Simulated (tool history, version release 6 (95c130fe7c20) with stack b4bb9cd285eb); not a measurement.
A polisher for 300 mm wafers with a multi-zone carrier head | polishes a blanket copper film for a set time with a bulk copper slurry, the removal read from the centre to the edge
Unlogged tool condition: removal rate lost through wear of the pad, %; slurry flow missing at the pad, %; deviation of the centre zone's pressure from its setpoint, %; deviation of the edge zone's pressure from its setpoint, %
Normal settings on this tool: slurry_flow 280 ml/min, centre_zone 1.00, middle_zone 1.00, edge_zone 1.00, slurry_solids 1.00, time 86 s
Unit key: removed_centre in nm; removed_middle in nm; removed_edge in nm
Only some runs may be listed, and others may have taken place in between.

run    hour  slurry_flow  centre_zone  middle_zone  edge_zone  slurry_solids  time  wafers since the last listed run  wafers polished on this pad  hours since the slurry nozzle was cleaned  hours since the centre zone pressure was calibrated  hours since the edge zone pressure was calibrated  hours since the carrier head's membrane was replaced  incoming thickness of the incoming film, nm  removed_centre  removed_middle  removed_edge
  1     0.0          280         1.00         1.00       1.10           1.00    86                                 0                          912                                      226.7                                                431.5                                              328.8                                                 165.5                                       4449.8           755.2           735.0         789.2
  2    65.4          280         1.00         1.00       1.10           1.00    86                               490                         1403                                      292.1                                                496.9                                              394.2                                                 230.9                                       4389.6           743.8           744.8         785.0
      108.4  -- slurry nozzle cleaned
  3   120.6          280         1.00         1.00       1.00           1.00    86                               406                         1810                                       12.2                                                552.1                                              449.4                                                 286.1                                       4534.2           756.5           743.1         750.0
      146.0  -- worn pad replaced by a new one
  4   155.0          280         1.00         1.00       1.00           1.00    86                               228                           67                                       46.6                                                586.5                                              483.8                                                 320.5                                       4503.7           759.7           764.9         742.6
      327.2  -- carrier head's membrane replaced by a new one
  5   328.3          280         1.00         1.00       1.00           1.00    86                              1263                         1330                                      219.9                                                759.8                                              657.1                                                   1.1                                       4497.6           746.1           730.9         745.2
      344.1  -- edge zone pressure recalibrated
  6   362.4          280         1.00         1.00       1.00           1.20    86                               240                         1571                                      254.0                                                793.9                                               18.3                                                  35.2                                       4478.3           796.8           807.1         783.0
      368.6  -- centre zone pressure recalibrated
      406.4  -- slurry nozzle cleaned
  7   413.1          280         1.00         1.00       1.00           1.20    86                               358                         1929                                        6.7                                                 44.5                                               69.0                                                  85.9                                       4469.0           795.0           785.6         800.5
      427.5  -- worn pad replaced by a new one
  8   446.5          280         1.00         1.00       1.00           0.75    86                               220                          142                                       40.1                                                 77.9                                              102.4                                                 119.3                                       4425.0           692.5           678.0         677.0
  9   493.8          280         1.00         1.00       1.00           1.00    86                               355                          497                                       87.4                                                125.2                                              149.7                                                 166.6                                       4449.6           751.5           752.5         745.2
 10   556.8          280         1.00         1.00       1.00           1.00    86                               472                          970                                      150.4                                                188.2                                              212.7                                                 229.6                                       4536.3           747.4           761.8         739.8
 11   595.2          280         1.00         1.00       1.00           0.70    86                               288                         1258                                      188.8                                                226.6                                              251.1                                                 268.0                                       4418.0           674.6           662.6         667.0
 12   650.0          280         1.00         1.00       1.00           1.00    86                               411                         1669                                      243.6                                                281.4                                              305.9                                                 322.8                                       4461.3           759.8           744.0         745.0
      692.8  -- slurry nozzle cleaned
      706.3  -- worn pad replaced by a new one
 13   712.9          280         1.00         1.00       1.00           1.20    72                               434                           49                                       20.1                                                344.3                                              368.8                                                 385.7                                       4385.7           676.0           670.3         654.4
 14   781.4          340         0.97         1.00       1.00           0.75    97                               514                          563                                       88.6                                                412.8                                              437.3                                                 454.2                                       4516.4           750.6           785.0         771.1
      843.5  -- carrier head's membrane replaced by a new one
 15   850.4          280         1.00         1.00       1.00           1.00    86                               480                         1043                                      157.6                                                481.8                                              506.3                                                   6.9                                       4529.7           746.8           729.2         745.1
 16   902.8          280         1.00         1.00       1.00           1.00    86                               393                         1437                                      210.0                                                534.2                                              558.7                                                  59.3                                       4399.7           758.9           740.9         746.9
 17   948.2          200         1.00         1.00       1.04           1.15    86                               340                         1777                                      255.4                                                579.6                                              604.1                                                 104.7                                       4361.9           775.9           772.5         779.4
      972.7  -- slurry nozzle cleaned
 18   978.1          280         1.00         1.10       1.10           0.75    86                               216                         1994                                        5.4                                                609.5                                              634.0                                                 134.6                                       4494.6           688.3           741.7         714.8
      995.7  -- edge zone pressure recalibrated
 19  1014.8          280         1.00         1.00       1.00           1.00    99                               260                         2255                                       42.1                                                646.2                                               19.1                                                 171.3                                       4410.0           880.4           852.1         868.5
     1043.7  -- worn pad replaced by a new one
 20  1066.3          330         1.08         1.00       1.00           1.00    86                               356                          169                                       93.6                                                697.7                                               70.6                                                 222.8                                       4452.8           833.1           745.2         737.8
 21  1121.6          280         1.00         1.00       1.00           1.00    73                               415                          584                                      148.9                                                753.0                                              125.9                                                 278.1                                       4519.6           648.8           642.2         628.8
 22  1156.7          280         0.90         1.08       1.00           1.00    86                               263                          848                                      184.0                                                788.1                                              161.0                                                 313.2                                       4488.9           682.5           804.2         750.6

For each run, what was the tool's unlogged condition?
removal rate lost through wear of the pad, %: 0 on each run
slurry flow missing at the pad, %: 0 on each run
deviation of the centre zone's pressure from its setpoint, %: 0 on each run
deviation of the edge zone's pressure from its setpoint, %: 0 on each run
